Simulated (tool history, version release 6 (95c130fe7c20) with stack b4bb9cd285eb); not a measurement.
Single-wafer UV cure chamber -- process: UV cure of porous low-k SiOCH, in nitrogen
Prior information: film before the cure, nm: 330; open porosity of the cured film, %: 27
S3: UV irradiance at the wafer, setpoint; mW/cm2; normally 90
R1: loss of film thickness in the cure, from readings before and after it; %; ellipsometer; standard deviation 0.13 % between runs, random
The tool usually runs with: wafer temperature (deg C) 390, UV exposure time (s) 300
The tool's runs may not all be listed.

Run 1, hour 0.0: usual settings. Result: R1 11.917 %.
Run 2, hour 18.5: usual settings. Result: R1 11.939 %.
Run 3, hour 30.6: usual settings. Result: R1 11.954 %.
Run 4, hour 42.9: usual settings. Result: R1 11.865 %.
Run 5, hour 75.7: usual settings. Result: R1 11.682 %.
Run 6, hour 101.5: usual settings. Result: R1 11.714 %.
Run 7, hour 124.9: usual settings. Result: R1 11.540 %.
Run 8, hour 152.0: usual settings. Result: R1 11.335 %.
Run 9, hour 167.5: usual settings but UV exposure time (s) 260, S3 120 mW/cm2. Result: R1 12.043 %.
Run 10, hour 199.6: usual settings but UV exposure time (s) 260, S3 120 mW/cm2. Result: R1 12.466 %.
Run 11, hour 225.9: usual settings but UV exposure time (s) 260, S3 120 mW/cm2. Result: R1 12.228 %.
Run 12, hour 248.7: usual settings. Result: R1 11.520 %.
Run 13, hour 283.9: usual settings but wafer temperature (deg C) 383, UV exposure time (s) 385. Result: R1 12.326 %.
Run 14, hour 315.6: usual settings. Result: R1 11.134 %.
Run 15, hour 336.3: usual settings but S3 74 mW/cm2. Result: R1 10.004 %.
Run 16, hour 362.2: usual settings. Result: R1 10.634 %.
Run 17, hour 392.1: usual settings but S3 111 mW/cm2. Result: R1 11.979 %.
Run 18, hour 417.2: usual settings. Result: R1 10.842 %.
Run 19, hour 439.9: usual settings but wafer temperature (deg C) 378, UV exposure time (s) 405, S3 129 mW/cm2. Result: R1 16.199 %.
Run 20, hour 457.7: usual settings but wafer temperature (deg C) 399, S3 60 mW/cm2. Result: R1 11.258 %.
Run 21, hour 472.3: usual settings but UV exposure time (s) 350, S3 118 mW/cm2. Result: R1 15.047 %.
Run 22, hour 558.1: usual settings but wafer temperature (deg C) 377, UV exposure time (s) 250, S3 80 mW/cm2. Result: R1 11.101 %.

Not shown here: 3 entries made in the log between runs. Locate each between two listed runs and compare the hidden state at the listed run before it with the hidden state at the listed run after it:
From run 9 to run 10: quartz window cleaned (hour 190.6)
  lamp output below its setpoint, %: 29.7 -> 30.9; transmission lost against a clean window, %: 13.3 -> 0.0702
  difference, measured minus the result without the unlogged condition, R1: -2.436 -> -1.812 %
From run 16 to run 17: quartz window cleaned (hour 391.6)
  lamp output below its setpoint, %: 37.9 -> 39.2; transmission lost against a clean window, %: 8.46 -> 1
  difference, measured minus the result without the unlogged condition, R1: -2.636 -> -2.452 %
From run 18 to run 19: UV bulbs replaced (hour 439.4)
  lamp output below its setpoint, %: 40.4 -> 8.1; transmission lost against a clean window, %: 1.19 -> 1.67
  difference, measured minus the result without the unlogged condition, R1: -2.488 -> -0.517 %
